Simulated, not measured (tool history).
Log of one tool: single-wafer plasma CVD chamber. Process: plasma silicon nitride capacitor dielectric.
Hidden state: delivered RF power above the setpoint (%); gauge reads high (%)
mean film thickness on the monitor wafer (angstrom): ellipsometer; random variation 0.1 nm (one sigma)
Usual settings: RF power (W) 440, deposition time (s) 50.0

run   hour  RF power (W)  deposition time (s)  wafers since the last listed run  hours since the last RF generator calibration  hours since the showerhead was replaced  hours since the gauge calibration  read-back reference wafer on the same gauge, thickness_nm  mean film thickness on the monitor wafer (angstrom)
  1    0.0           440                 50.0                                 0                                         2099.8                                   2546.5                              149.3                                                     77.415                                               692.28
  2   48.1           440                 50.0                               655                                         2147.9                                   2594.6                              197.4                                                     77.363                                               690.57
  3   75.3           440                 50.0                               370                                         2175.1                                   2621.8                              224.6                                                     77.292                                               692.96
  4  137.9           440                 50.0                               852                                         2237.7                                   2684.4                              287.2                                                     77.215                                               692.94
  5  165.6           440                 50.0                               377                                         2265.4                                   2712.1                              314.9                                                     77.152                                               692.00
  6  195.5           395                 46.8                               407                                         2295.3                                   2742.0                              344.8                                                     77.198                                               637.09
     292.2  -- showerhead replaced
  7  363.5           395                 46.8                              2179                                         2463.3                                     71.3                              512.8                                                     77.068                                               635.44
  8  388.9           395                 46.8                               345                                         2488.7                                     96.7                              538.2                                                     76.992                                               633.63
  9  433.3           390                 50.0                               604                                         2533.1                                    141.1                              582.6                                                     76.911                                               678.67
 10  482.2           490                 40.9                               666                                         2582.0                                    190.0                              631.5                                                     76.916                                               573.44
     522.3  -- gauge calibrated
 11  531.7           525                 54.7                               674                                         2631.5                                    239.5                                9.4                                                     77.637                                               783.13
 12  566.8           480                 44.1                               478                                         2666.6                                    274.6                               44.5                                                     77.577                                               621.99
     591.1  -- RF generator calibrated
 13  601.8           440                 50.0                               367                                           10.7                                    309.6                               79.5                                                     77.516                                               692.71
 14  630.3           465                 46.8                               388                                           39.2                                    338.1                              108.0                                                     77.453                                               655.55
 15  658.7           395                 46.8                               386                                           67.6                                    366.5                              136.4                                                     77.453                                               639.11
 16  704.0           385                 58.9                               617                                          112.9                                    411.8                              181.7                                                     77.502                                               801.01
 17  749.6           500                 59.7                               621                                          158.5                                    457.4                              227.3                                                     77.352                                               845.95
 18  806.8           505                 57.5                               779                                          215.7                                    514.6                              284.5                                                     77.329                                               815.95

The tool's hidden state at each run:
delivered RF power above the setpoint (%): 0 in every run
H1: gauge reads high (%)
run        H1
  1    -0.168
  2    -0.227
  3     -0.26
  4    -0.337
  5    -0.371
  6    -0.408
  7    -0.615
  8    -0.646
  9    -0.701
 10    -0.761
 11     0.116
 12     0.073
 13    0.0299
 14  -0.00512
 15   -0.0401
 16   -0.0958
 17    -0.152
 18    -0.222

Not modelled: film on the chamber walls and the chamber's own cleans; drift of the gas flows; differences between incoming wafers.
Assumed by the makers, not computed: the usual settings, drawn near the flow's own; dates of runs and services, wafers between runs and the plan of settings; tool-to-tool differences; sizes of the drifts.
